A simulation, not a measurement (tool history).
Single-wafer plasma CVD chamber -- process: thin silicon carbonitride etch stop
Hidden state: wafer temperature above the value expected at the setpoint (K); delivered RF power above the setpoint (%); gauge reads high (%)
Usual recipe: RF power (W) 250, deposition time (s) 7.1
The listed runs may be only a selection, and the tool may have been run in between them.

run    hour  RF power (W)  deposition time (s)  wafers since the last listed run  hours since the last thermocouple change  hours since the last RF generator calibration  hours since the showerhead was replaced  hours since the gauge calibration  read-back reference wafer on the same gauge, thickness_nm  mean film thickness on the monitor wafer (nm)
  1       0           215                  7.1                                 0                                    1590.8                                          457.1                                   4583.8                              291.2                                                      4.947                                          4.516
  2   102.3           215                  7.1                              3570                                    1693.1                                          559.4                                   4686.1                              393.5                                                      4.939                                          4.518
  3   151.7           250                  7.1                              1724                                    1742.5                                          608.8                                   4735.5                              442.9                                                      4.941                                          4.617
  4     204           250                  7.1                              1825                                    1794.8                                          661.1                                   4787.8                              495.2                                                      4.942                                           4.66
  5   252.5           210                  7.1                              1692                                    1843.3                                          709.6                                   4836.3                              543.7                                                      4.941                                          4.465
  6   291.5           210                  7.1                              1361                                    1882.3                                          748.6                                   4875.3                              582.7                                                      4.939                                          4.472
  7   379.2           275                  7.1                              3060                                      1970                                          836.3                                     4963                              670.4                                                      4.935                                           4.73
  8   419.8           250                  7.1                              1416                                    2010.6                                          876.9                                   5003.6                                711                                                      4.937                                          4.631
  9   516.3           270                  7.1                              3367                                    2107.1                                          973.4                                   5100.1                              807.5                                                      4.941                                          4.736
 10   570.6           250                  7.1                              1895                                    2161.4                                         1027.7                                   5154.4                              861.8                                                       4.94                                          4.608
 11   630.3           290                  7.1                              2083                                    2221.1                                         1087.4                                   5214.1                              921.5                                                       4.94                                          4.751
 12   732.7           290                  7.1                              3573                                    2323.5                                         1189.8                                   5316.5                             1023.9                                                      4.942                                          4.757
        813  -- showerhead replaced, of another model than before
 13   824.8           290                  7.1                              2935                                    2415.6                                         1281.9                                     11.8                               1116                                                      4.939                                          4.795
      854.7  -- thermocouple changed; heater temperature recalibrated
 14   894.8           250                  7.1                              2163                                      40.1                                         1351.9                                     81.8                               1186                                                      4.933                                          4.522
      928.8  -- RF generator calibrated
 15   954.2           250                 7.67                              1793                                      99.5                                           25.4                                    141.2                             1245.4                                                      4.934                                          5.048
     1047.5  -- gauge calibrated
 16  1057.3           220                 7.53                              3598                                     202.6                                          128.5                                    244.3                                9.8                                                      4.935                                          4.729
 17  1142.1           250                 7.51                              2959                                     287.4                                          213.3                                    329.1                               94.6                                                      4.936                                          4.961
 18  1238.4           205                 8.15                              3360                                     383.7                                          309.6                                    425.4                              190.9                                                      4.945                                           4.99
 19    1276           250                  7.1                              1312                                     421.3                                          347.2                                      463                              228.5                                                       4.94                                          4.667
 20  1365.5           250                  7.1                              3123                                     510.8                                          436.7                                    552.5                                318                                                      4.937                                          4.631
 21  1414.5           290                 7.87                              1710                                     559.8                                          485.7                                    601.5                                367                                                      4.936                                          5.443
 22  1512.2           250                  7.1                              3409                                     657.5                                          583.4                                    699.2                              464.7                                                      4.944                                          4.653
 23  1754.2           250                  7.1                              8445                                     899.5                                          825.4                                    941.2                              706.7                                                      4.946                                          4.617
 24  1835.2           215                 7.69                              2826                                     980.5                                          906.4                                   1022.2                              787.7                                                      4.941                                          4.709
 25  1885.4           265                 6.34                              1751                                    1030.7                                          956.6                                   1072.4                              837.9                                                       4.94                                          4.163
 26  1930.3           250                 7.68                              1566                                    1075.6                                         1001.5                                   1117.3                              882.8                                                      4.944                                          4.958
 27  1971.8           250                  7.1                              1448                                    1117.1                                           1043                                   1158.8                              924.3                                                      4.937                                          4.569
 28  2076.1           250                 6.35                              3639                                    1221.4                                         1147.3                                   1263.1                             1028.6                                                      4.947                                          4.058

Subtracting, for every run, the result it would have given without the tool's unlogged condition from the measured result gives the following. The same run-to-run variation enters both numbers; the gauge's scatter may not:
run  mean film thickness on the monitor wafer (nm)
  1                                         -0.013
  2                                         -0.018
  3                                         -0.021
  4                                         -0.024
  5                                         -0.027
  6                                         -0.029
  7                                         -0.038
  8                                          -0.04
  9                                         -0.051
 10                                         -0.054
 11                                         -0.062
 12                                         -0.074
 13                                         -0.152
 14                                          -0.16
 15                                         -0.007
 16                                         -0.009
 17                                         -0.011
 18                                         -0.016
 19                                         -0.017
 20                                         -0.022
 21                                          -0.03
 22                                         -0.034
 23                                         -0.063
 24                                         -0.075
 25                                         -0.074
 26                                         -0.096
 27                                         -0.096
 28                                         -0.102
